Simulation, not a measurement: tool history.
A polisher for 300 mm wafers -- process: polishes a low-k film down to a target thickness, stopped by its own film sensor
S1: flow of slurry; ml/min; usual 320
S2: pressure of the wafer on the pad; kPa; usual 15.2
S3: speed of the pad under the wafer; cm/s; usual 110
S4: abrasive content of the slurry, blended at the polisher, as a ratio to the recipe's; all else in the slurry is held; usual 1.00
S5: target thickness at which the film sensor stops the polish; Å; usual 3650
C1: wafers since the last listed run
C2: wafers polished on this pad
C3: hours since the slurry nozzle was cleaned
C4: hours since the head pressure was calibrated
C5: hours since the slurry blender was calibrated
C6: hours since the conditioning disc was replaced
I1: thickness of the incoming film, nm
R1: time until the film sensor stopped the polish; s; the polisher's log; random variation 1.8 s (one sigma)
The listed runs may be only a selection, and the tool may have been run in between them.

run   hour   S1    S2   S3    S4    S5   C1   C2     C3     C4     C5     C6     I1     R1
  1    0.0  320  13.8  128  1.00  3650    0    3  226.6  250.5   40.3  458.5  435.2  127.1
  2    9.4  320  13.8  128  1.00  3650   72   76  236.0  259.9   49.7  467.9  433.8  125.3
  3   23.6  320  13.8  128  1.00  3650  109  185  250.2  274.1   63.9  482.1  433.0  121.5
  4   41.2  320  15.2  110  1.00  3560  135  321  267.8  291.7   81.5  499.7  434.1  141.2
  5   47.3  320  15.2  110  1.00  3560   46  368  273.9  297.8   87.6  505.8  430.0  138.0
      48.8  -- slurry nozzle cleaned
  6   58.5  320  12.4  110  1.00  3650   78  446    9.7  309.0   98.8  517.0  431.0  151.5
  7   73.6  320  12.4  110  1.00  3650  116  563   24.8  324.1  113.9  532.1  425.9  134.3
      81.8  -- worn pad replaced by a new one
  8   87.7  320  15.2  110  1.00  3650   77   45   38.9  338.2  128.0  546.2  430.4  118.6
      94.5  -- head pressure recalibrated
  9   99.7  320  15.2  110  0.75  3650   77  122   50.9    5.2  140.0  558.2  425.7  138.9
 10  109.2  320  15.2   80  1.00  3650   73  195   60.4   14.7  149.5  567.7  428.7  164.4
     117.4  -- conditioning disc replaced and pad reconditioned
     119.4  -- slurry blender recalibrated
 11  126.5  400  15.2  122  1.20  3860  102  298   77.7   32.0    7.1    9.1  431.0   75.2
 12  134.7  425  17.9  144  1.00  3510   63  361   85.9   40.2   15.3   17.3  424.4   95.9
 13  146.1  320  15.2  110  1.00  3650   87  449   97.3   51.6   26.7   28.7  438.1  141.9
 14  161.3  370  17.2   80  0.75  3650  117  566  112.5   66.8   41.9   43.9  433.5  167.5

Results for each run, recomputed without the tool's hidden state and with each run's random variation untouched:
What the log doesn't record here: removal rate lost through wear of the pad, %; slurry flow missing at the pad, %; deviation of the head's pressure from its setpoint, %; abrasive missing from the slurry, %; time polished since the conditioner stopped cutting, s.
run     R1
  1  141.7
  2  139.9
  3  135.8
  4  158.0
  5  154.5
  6  169.8
  7  150.6
  8  133.1
  9  140.8
 10  168.3
 11   78.2
 12  100.4
 13  149.8
 14  178.5
